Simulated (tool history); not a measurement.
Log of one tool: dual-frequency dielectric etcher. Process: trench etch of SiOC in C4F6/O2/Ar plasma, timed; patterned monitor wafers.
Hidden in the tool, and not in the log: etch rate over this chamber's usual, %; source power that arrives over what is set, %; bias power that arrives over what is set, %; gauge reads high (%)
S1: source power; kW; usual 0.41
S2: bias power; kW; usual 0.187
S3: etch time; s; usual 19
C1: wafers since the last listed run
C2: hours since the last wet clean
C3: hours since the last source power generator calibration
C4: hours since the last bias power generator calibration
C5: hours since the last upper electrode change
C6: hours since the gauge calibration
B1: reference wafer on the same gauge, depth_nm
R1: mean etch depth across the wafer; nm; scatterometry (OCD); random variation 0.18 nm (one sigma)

{"run": 1, "hour": 0.0, "S1": 0.41, "S2": 0.187, "S3": 19, "C1": 0, "C2": 23.5, "C3": 3663.6, "C4": 1370.7, "C5": 4622.7, "C6": 223.5, "B1": 36.32, "R1": 40.17}
{"run": 2, "hour": 35.2, "S1": 0.41, "S2": 0.187, "S3": 19, "C1": 604, "C2": 58.7, "C3": 3698.8, "C4": 1405.9, "C5": 4657.9, "C6": 258.7, "B1": 36.26, "R1": 40.23}
{"run": 3, "hour": 58.7, "S1": 0.41, "S2": 0.187, "S3": 19, "C1": 403, "C2": 82.2, "C3": 3722.3, "C4": 1429.4, "C5": 4681.4, "C6": 282.2, "B1": 36.28, "R1": 40.31}
{"run": 4, "hour": 74.1, "S1": 0.41, "S2": 0.187, "S3": 19, "C1": 264, "C2": 97.6, "C3": 3737.7, "C4": 1444.8, "C5": 4696.8, "C6": 297.6, "B1": 36.34, "R1": 40.65}
{"hour": 89.8, "done": "gauge calibrated"}
{"run": 5, "hour": 108.6, "S1": 0.41, "S2": 0.187, "S3": 19, "C1": 592, "C2": 132.1, "C3": 3772.2, "C4": 1479.3, "C5": 4731.3, "C6": 18.8, "B1": 36.28, "R1": 40.35}
{"run": 6, "hour": 123.2, "S1": 0.41, "S2": 0.187, "S3": 19, "C1": 250, "C2": 146.7, "C3": 3786.8, "C4": 1493.9, "C5": 4745.9, "C6": 33.4, "B1": 36.31, "R1": 40.56}
{"run": 7, "hour": 140.5, "S1": 0.41, "S2": 0.187, "S3": 19, "C1": 297, "C2": 164, "C3": 3804.1, "C4": 1511.2, "C5": 4763.2, "C6": 50.7, "B1": 36.27, "R1": 40.66}
{"run": 8, "hour": 158.5, "S1": 0.41, "S2": 0.187, "S3": 17, "C1": 309, "C2": 182, "C3": 3822.1, "C4": 1529.2, "C5": 4781.2, "C6": 68.7, "B1": 36.36, "R1": 36.18}
{"run": 9, "hour": 194.2, "S1": 0.41, "S2": 0.187, "S3": 17, "C1": 613, "C2": 217.7, "C3": 3857.8, "C4": 1564.9, "C5": 4816.9, "C6": 104.4, "B1": 36.32, "R1": 36.13}
{"run": 10, "hour": 214.3, "S1": 0.36, "S2": 0.187, "S3": 19, "C1": 345, "C2": 237.8, "C3": 3877.9, "C4": 1585, "C5": 4837, "C6": 124.5, "B1": 36.27, "R1": 38.58}
{"run": 11, "hour": 236.0, "S1": 0.36, "S2": 0.187, "S3": 19, "C1": 372, "C2": 259.5, "C3": 3899.6, "C4": 1606.7, "C5": 4858.7, "C6": 146.2, "B1": 36.33, "R1": 38.65}
{"hour": 252.2, "done": "source power generator calibrated"}
{"hour": 261.5, "done": "upper electrode replaced"}
{"hour": 289.7, "done": "bias power generator calibrated"}
{"run": 12, "hour": 290.2, "S1": 0.41, "S2": 0.187, "S3": 19, "C1": 633, "C2": 313.7, "C3": 38, "C4": 0.5, "C5": 28.7, "C6": 200.4, "B1": 36.32, "R1": 40.46}
{"run": 13, "hour": 299.4, "S1": 0.41, "S2": 0.187, "S3": 19, "C1": 158, "C2": 322.9, "C3": 47.2, "C4": 9.7, "C5": 37.9, "C6": 209.6, "B1": 36.24, "R1": 40.5}
{"run": 14, "hour": 318.9, "S1": 0.41, "S2": 0.152, "S3": 19, "C1": 335, "C2": 342.4, "C3": 66.7, "C4": 29.2, "C5": 57.4, "C6": 229.1, "B1": 36.28, "R1": 37.6}
{"run": 15, "hour": 333.0, "S1": 0.46, "S2": 0.187, "S3": 19, "C1": 242, "C2": 356.5, "C3": 80.8, "C4": 43.3, "C5": 71.5, "C6": 243.2, "B1": 36.3, "R1": 42.41}
{"hour": 371.7, "done": "wet clean of the chamber"}
{"run": 16, "hour": 372.2, "S1": 0.48, "S2": 0.147, "S3": 17, "C1": 261, "C2": 0.5, "C3": 120, "C4": 82.5, "C5": 110.7, "C6": 282.4, "B1": 36.36, "R1": 35.43}
{"run": 17, "hour": 383.2, "S1": 0.46, "S2": 0.162, "S3": 24.5, "C1": 188, "C2": 11.5, "C3": 131, "C4": 93.5, "C5": 121.7, "C6": 293.4, "B1": 36.33, "R1": 51.99}
{"hour": 383.7, "done": "gauge calibrated"}
{"run": 18, "hour": 400.0, "S1": 0.41, "S2": 0.187, "S3": 19, "C1": 288, "C2": 28.3, "C3": 147.8, "C4": 110.3, "C5": 138.5, "C6": 16.3, "B1": 36.28, "R1": 40.84}
{"run": 19, "hour": 422.9, "S1": 0.41, "S2": 0.227, "S3": 15.5, "C1": 393, "C2": 51.2, "C3": 170.7, "C4": 133.2, "C5": 161.4, "C6": 39.2, "B1": 36.23, "R1": 35.53}
{"run": 20, "hour": 437.6, "S1": 0.5, "S2": 0.173, "S3": 19, "C1": 252, "C2": 65.9, "C3": 185.4, "C4": 147.9, "C5": 176.1, "C6": 53.9, "B1": 36.29, "R1": 42.21}
{"run": 21, "hour": 463.4, "S1": 0.41, "S2": 0.213, "S3": 19, "C1": 443, "C2": 91.7, "C3": 211.2, "C4": 173.7, "C5": 201.9, "C6": 79.7, "B1": 36.26, "R1": 42.4}
{"run": 22, "hour": 491.7, "S1": 0.41, "S2": 0.208, "S3": 19, "C1": 486, "C2": 120, "C3": 239.5, "C4": 202, "C5": 230.2, "C6": 108, "B1": 36.28, "R1": 42.21}
{"run": 23, "hour": 513.5, "S1": 0.41, "S2": 0.187, "S3": 19, "C1": 374, "C2": 141.8, "C3": 261.3, "C4": 223.8, "C5": 252, "C6": 129.8, "B1": 36.28, "R1": 40.44}
{"run": 24, "hour": 528.0, "S1": 0.38, "S2": 0.187, "S3": 20.5, "C1": 249, "C2": 156.3, "C3": 275.8, "C4": 238.3, "C5": 266.5, "C6": 144.3, "B1": 36.35, "R1": 42.47}
{"run": 25, "hour": 555.2, "S1": 0.32, "S2": 0.187, "S3": 19, "C1": 467, "C2": 183.5, "C3": 303, "C4": 265.5, "C5": 293.7, "C6": 171.5, "B1": 36.29, "R1": 36.98}
{"run": 26, "hour": 581.2, "S1": 0.41, "S2": 0.199, "S3": 13.5, "C1": 446, "C2": 209.5, "C3": 329, "C4": 291.5, "C5": 319.7, "C6": 197.5, "B1": 36.26, "R1": 29.23}
{"run": 27, "hour": 605.9, "S1": 0.41, "S2": 0.187, "S3": 19, "C1": 424, "C2": 234.2, "C3": 353.7, "C4": 316.2, "C5": 344.4, "C6": 222.2, "B1": 36.25, "R1": 40.83}

3 ways to go on from here, each from the tool as it stands after run 27. What would each give?
{"run": "A", "hour": 606.3, "S1": 0.5, "S2": 0.187, "S3": 19, "C1": 6, "C2": 234.6, "C3": 354.1, "C4": 316.6, "C5": 344.8, "C6": 222.6, "B1": "?", "R1": "?"}
{"run": "B", "hour": 606.3, "S1": 0.41, "S2": 0.144, "S3": 19, "C1": 6, "C2": 234.6, "C3": 354.1, "C4": 316.6, "C5": 344.8, "C6": 222.6, "B1": "?", "R1": "?"}
{"run": "C", "hour": 606.3, "S1": 0.33, "S2": 0.187, "S3": 22.5, "C1": 6, "C2": 234.6, "C3": 354.1, "C4": 316.6, "C5": 344.8, "C6": 222.6, "B1": "?", "R1": "?"}

run=A B1=36.3 R1=43.47
run=B B1=36.3 R1=36.77
run=C B1=36.3 R1=44.14
Without the tool's hidden state the same runs would have given:
run=A R1=43.47
run=B R1=36.77
run=C R1=44.14
